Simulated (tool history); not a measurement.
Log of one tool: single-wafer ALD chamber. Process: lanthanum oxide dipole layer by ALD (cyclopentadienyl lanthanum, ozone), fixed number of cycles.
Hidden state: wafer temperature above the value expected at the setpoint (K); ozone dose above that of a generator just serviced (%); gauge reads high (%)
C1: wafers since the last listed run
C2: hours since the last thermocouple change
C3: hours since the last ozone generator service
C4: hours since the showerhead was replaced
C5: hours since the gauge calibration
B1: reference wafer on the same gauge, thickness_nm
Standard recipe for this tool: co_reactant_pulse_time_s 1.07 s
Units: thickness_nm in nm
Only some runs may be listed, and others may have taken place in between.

Run 1, hour 0.0: usual settings; C1 0; C2 1270.9; C3 264.4; C4 1978.4; C5 355.2; B1 0.531. Result: thickness_nm 0.490 nm.
Run 2, hour 24.7: usual settings; C1 253; C2 1295.6; C3 289.1; C4 2003.1; C5 379.9; B1 0.530. Result: thickness_nm 0.489 nm.
Run 3, hour 57.2: usual settings; C1 333; C2 1328.1; C3 321.6; C4 2035.6; C5 412.4; B1 0.529. Result: thickness_nm 0.488 nm.
Run 4, hour 86.8: usual settings but co_reactant_pulse_time_s 1.28 s; C1 303; C2 1357.7; C3 351.2; C4 2065.2; C5 442.0; B1 0.529. Result: thickness_nm 0.503 nm.
Run 5, hour 101.9: usual settings but co_reactant_pulse_time_s 1.28 s; C1 154; C2 1372.8; C3 366.3; C4 2080.3; C5 457.1; B1 0.529. Result: thickness_nm 0.504 nm.
Run 6, hour 114.5: usual settings but co_reactant_pulse_time_s 1.32 s; C1 129; C2 1385.4; C3 378.9; C4 2092.9; C5 469.7; B1 0.528. Result: thickness_nm 0.506 nm.
Run 7, hour 150.5: usual settings; C1 369; C2 1421.4; C3 414.9; C4 2128.9; C5 505.7; B1 0.528. Result: thickness_nm 0.484 nm.
Run 8, hour 164.5: usual settings; C1 143; C2 1435.4; C3 428.9; C4 2142.9; C5 519.7; B1 0.527. Result: thickness_nm 0.486 nm.
Run 9, hour 249.9: usual settings but co_reactant_pulse_time_s 0.90 s; C1 875; C2 1520.8; C3 514.3; C4 2228.3; C5 605.1; B1 0.526. Result: thickness_nm 0.470 nm.
Run 10, hour 262.9: usual settings but co_reactant_pulse_time_s 0.90 s; C1 133; C2 1533.8; C3 527.3; C4 2241.3; C5 618.1; B1 0.525. Result: thickness_nm 0.469 nm.
At hour 271.3: gauge calibrated.
Run 11, hour 278.3: usual settings but co_reactant_pulse_time_s 0.90 s; C1 157; C2 1549.2; C3 542.7; C4 2256.7; C5 7.0; B1 0.541. Result: thickness_nm 0.482 nm.
Run 12, hour 301.1: usual settings; C1 233; C2 1572.0; C3 565.5; C4 2279.5; C5 29.8; B1 0.541. Result: thickness_nm 0.500 nm.
At hour 309.1: ozone generator serviced.
Run 13, hour 335.6: usual settings but co_reactant_pulse_time_s 1.22 s; C1 272; C2 1606.5; C3 26.5; C4 2314.0; C5 64.3; B1 0.540. Result: thickness_nm 0.508 nm.
Run 14, hour 370.2: usual settings but co_reactant_pulse_time_s 1.22 s; C1 354; C2 1641.1; C3 61.1; C4 2348.6; C5 98.9; B1 0.539. Result: thickness_nm 0.509 nm.
Run 15, hour 406.1: usual settings but co_reactant_pulse_time_s 0.69 s; C1 368; C2 1677.0; C3 97.0; C4 2384.5; C5 134.8; B1 0.539. Result: thickness_nm 0.451 nm.
At hour 415.0: thermocouple changed; heater temperature recalibrated.
Run 16, hour 425.0: usual settings but co_reactant_pulse_time_s 0.73 s; C1 111; C2 10.0; C3 115.9; C4 2403.4; C5 153.7; B1 0.538. Result: thickness_nm 0.460 nm.
Run 17, hour 446.6: usual settings; C1 221; C2 31.6; C3 137.5; C4 2425.0; C5 175.3; B1 0.538. Result: thickness_nm 0.497 nm.
At hour 472.5: showerhead replaced.
Run 18, hour 476.5: usual settings but co_reactant_pulse_time_s 0.91 s; C1 224; C2 61.5; C3 167.4; C4 4.0; C5 205.2; B1 0.538. Result: thickness_nm 0.479 nm.
Run 19, hour 505.9: usual settings but co_reactant_pulse_time_s 0.84 s; C1 301; C2 90.9; C3 196.8; C4 33.4; C5 234.6; B1 0.537. Result: thickness_nm 0.470 nm.
Run 20, hour 530.6: usual settings but co_reactant_pulse_time_s 0.80 s; C1 253; C2 115.6; C3 221.5; C4 58.1; C5 259.3; B1 0.536. Result: thickness_nm 0.468 nm.
Run 21, hour 553.5: usual settings; C1 234; C2 138.5; C3 244.4; C4 81.0; C5 282.2; B1 0.536. Result: thickness_nm 0.495 nm.
Run 22, hour 570.9: usual settings but co_reactant_pulse_time_s 0.77 s; C1 178; C2 155.9; C3 261.8; C4 98.4; C5 299.6; B1 0.536. Result: thickness_nm 0.463 nm.
Run 23, hour 589.6: usual settings but co_reactant_pulse_time_s 1.30 s; C1 191; C2 174.6; C3 280.5; C4 117.1; C5 318.3; B1 0.535. Result: thickness_nm 0.512 nm.
Run 24, hour 619.0: usual settings but co_reactant_pulse_time_s 0.83 s; C1 301; C2 204.0; C3 309.9; C4 146.5; C5 347.7; B1 0.534. Result: thickness_nm 0.468 nm.
Run 25, hour 637.3: usual settings but co_reactant_pulse_time_s 0.81 s; C1 187; C2 222.3; C3 328.2; C4 164.8; C5 366.0; B1 0.534. Result: thickness_nm 0.465 nm.
Run 26, hour 653.7: usual settings but co_reactant_pulse_time_s 0.66 s; C1 168; C2 238.7; C3 344.6; C4 181.2; C5 382.4; B1 0.534. Result: thickness_nm 0.446 nm.
Run 27, hour 667.7: usual settings but co_reactant_pulse_time_s 1.41 s; C1 143; C2 252.7; C3 358.6; C4 195.2; C5 396.4; B1 0.534. Result: thickness_nm 0.515 nm.
Run 28, hour 696.6: usual settings but co_reactant_pulse_time_s 1.20 s; C1 296; C2 281.6; C3 387.5; C4 224.1; C5 425.3; B1 0.533. Result: thickness_nm 0.499 nm.
Run 29, hour 730.1: usual settings; C1 343; C2 315.1; C3 421.0; C4 257.6; C5 458.8; B1 0.533. Result: thickness_nm 0.491 nm.
Run 30, hour 749.0: usual settings but co_reactant_pulse_time_s 0.83 s; C1 193; C2 334.0; C3 439.9; C4 276.5; C5 477.7; B1 0.532. Result: thickness_nm 0.467 nm.
Run 31, hour 776.4: usual settings but co_reactant_pulse_time_s 0.78 s; C1 280; C2 361.4; C3 467.3; C4 303.9; C5 505.1; B1 0.531. Result: thickness_nm 0.459 nm.
Run 32, hour 795.6: usual settings but co_reactant_pulse_time_s 1.47 s; C1 196; C2 380.6; C3 486.5; C4 323.1; C5 524.3; B1 0.531. Result: thickness_nm 0.516 nm.
Run 33, hour 809.5: usual settings but co_reactant_pulse_time_s 1.24 s; C1 142; C2 394.5; C3 500.4; C4 337.0; C5 538.2; B1 0.531. Result: thickness_nm 0.503 nm.

Selected run-to-run steps in thickness_nm, each split into two signed amounts: the part the tool would show with no hidden state at all (from settings, incoming material and random variation), and the remainder, which goes to the hidden state together with any gauge scatter not common to the measured and the hidden-state-free results:
Run 2 -> 3: settings left as they were, no log entry in between. thickness_nm -0.001 nm: hidden state -0.001, all else +0.000.
Run 8 -> 9: co_reactant_pulse_time_s 1.07 -> 0.90. thickness_nm -0.016 nm: hidden state -0.002, all else -0.014.
Run 10 -> 11: gauge calibrated. thickness_nm +0.013 nm: hidden state +0.014, all else -0.001.
Run 14 -> 15: co_reactant_pulse_time_s 1.22 -> 0.69. thickness_nm -0.058 nm: hidden state +0.000, all else -0.058.
Run 26 -> 27: co_reactant_pulse_time_s 0.66 -> 1.41. thickness_nm +0.069 nm: hidden state -0.001, all else +0.070.
Run 31 -> 32: co_reactant_pulse_time_s 0.78 -> 1.47. thickness_nm +0.057 nm: hidden state -0.001, all else +0.058.
